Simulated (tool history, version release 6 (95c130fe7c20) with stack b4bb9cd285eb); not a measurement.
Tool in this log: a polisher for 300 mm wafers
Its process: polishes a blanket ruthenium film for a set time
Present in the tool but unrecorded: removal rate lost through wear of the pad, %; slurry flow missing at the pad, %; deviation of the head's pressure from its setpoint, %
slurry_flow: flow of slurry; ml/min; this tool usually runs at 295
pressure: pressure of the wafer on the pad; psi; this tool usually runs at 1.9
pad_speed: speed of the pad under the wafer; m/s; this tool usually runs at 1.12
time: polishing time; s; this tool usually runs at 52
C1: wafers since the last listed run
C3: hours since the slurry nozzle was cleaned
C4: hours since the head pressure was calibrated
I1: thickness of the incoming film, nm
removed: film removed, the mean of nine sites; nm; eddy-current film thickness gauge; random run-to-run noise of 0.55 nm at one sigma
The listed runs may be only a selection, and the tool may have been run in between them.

Run 1, hour 0: usual settings; C1 0; wafers polished on this pad 377; C3 281.8; C4 581.1; I1 539.2. Result: removed 76.6 nm.
Run 2, hour 26.7: usual settings; C1 337; wafers polished on this pad 715; C3 308.5; C4 607.8; I1 529.2. Result: removed 74.8 nm.
Run 3, hour 40.2: usual settings; C1 170; wafers polished on this pad 885; C3 322; C4 621.3; I1 532.1. Result: removed 73.9 nm.
Run 4, hour 69.1: usual settings but pad_speed 1.2 m/s; C1 365; wafers polished on this pad 1250; C3 350.9; C4 650.2; I1 545. Result: removed 76.9 nm.
At hour 77.7: worn pad replaced by a new one.
Run 5, hour 83.4: usual settings but pressure 1.7 psi, time 47 s; C1 130; wafers polished on this pad 71; C3 365.2; C4 664.5; I1 539.2. Result: removed 66.4 nm.
Run 6, hour 113.2: usual settings but pressure 2.1 psi; C1 376; wafers polished on this pad 448; C3 395; C4 694.3; I1 541.3. Result: removed 82.4 nm.
Run 7, hour 135.6: usual settings but pressure 2.1 psi; C1 283; wafers polished on this pad 731; C3 417.4; C4 716.7; I1 534.7. Result: removed 81.8 nm.
Run 8, hour 155.7: usual settings but pressure 2.1 psi; C1 254; wafers polished on this pad 985; C3 437.5; C4 736.8; I1 535.8. Result: removed 80.9 nm.
At hour 164.8: head pressure recalibrated.
At hour 178.2: slurry nozzle cleaned.
Run 9, hour 179.8: usual settings; C1 266; wafers polished on this pad 1252; C3 1.6; C4 15; I1 542.5. Result: removed 71.9 nm.
At hour 193.1: worn pad replaced by a new one.
Run 10, hour 198.2: usual settings but pressure 2.5 psi, time 40 s; C1 181; wafers polished on this pad 64; C3 20; C4 33.4; I1 537.7. Result: removed 69.9 nm.
Run 11, hour 227.3: usual settings but pressure 2.2 psi, time 39 s; C1 367; wafers polished on this pad 432; C3 49.1; C4 62.5; I1 537.2. Result: removed 61.5 nm.
Run 12, hour 256.7: usual settings but slurry_flow 245 ml/min, time 37 s; C1 371; wafers polished on this pad 803; C3 78.5; C4 91.9; I1 544.6. Result: removed 51.6 nm.
Run 13, hour 281.3: usual settings; C1 310; wafers polished on this pad 1114; C3 103.1; C4 116.5; I1 541.4. Result: removed 72 nm.
At hour 302.6: worn pad replaced by a new one.
Run 14, hour 303.4: usual settings but pressure 2.1 psi, pad_speed 0.74 m/s, time 45 s; C1 228; wafers polished on this pad 10; C3 125.2; C4 138.6; I1 547.2. Result: removed 48.9 nm.
Run 15, hour 353.7: usual settings but pad_speed 0.88 m/s; C1 635; wafers polished on this pad 645; C3 175.5; C4 188.9; I1 537.5. Result: removed 60.6 nm.
Run 16, hour 378.8: usual settings; C1 317; wafers polished on this pad 963; C3 200.6; C4 214; I1 539.4. Result: removed 73.8 nm.

Branching from run 16: 5 alternative next runs. What would each branch give?
Run A, hour 379.2: usual settings but time 46 s; C1 5; wafers polished on this pad 968; C3 201; C4 214.4; I1 531.6. Result: removed ?.
Run B, hour 379.2: usual settings but slurry_flow 230 ml/min, pressure 1.6 psi, pad_speed 0.82 m/s; C1 5; wafers polished on this pad 968; C3 201; C4 214.4; I1 531.6. Result: removed ?.
Run C, hour 379.2: usual settings but slurry_flow 360 ml/min, pad_speed 1.52 m/s, time 67 s; C1 5; wafers polished on this pad 968; C3 201; C4 214.4; I1 531.6. Result: removed ?.
Run D, hour 379.2: usual settings but slurry_flow 330 ml/min, pressure 1.3 psi, pad_speed 0.8 m/s, time 46 s; C1 5; wafers polished on this pad 968; C3 201; C4 214.4; I1 531.6. Result: removed ?.
Run E, hour 379.2: usual settings but slurry_flow 400 ml/min, pressure 2.5 psi, pad_speed 0.94 m/s, time 44 s; C1 5; wafers polished on this pad 968; C3 201; C4 214.4; I1 531.6. Result: removed ?.

run  removed
  A     65.5
  B     49.8
  C      128
  D     39.4
  E     64.5
Without the tool's unlogged condition, the same runs would have read:
run  removed
  A     67.9
  B     51.6
  C    132.7
  D     40.8
  E     66.9
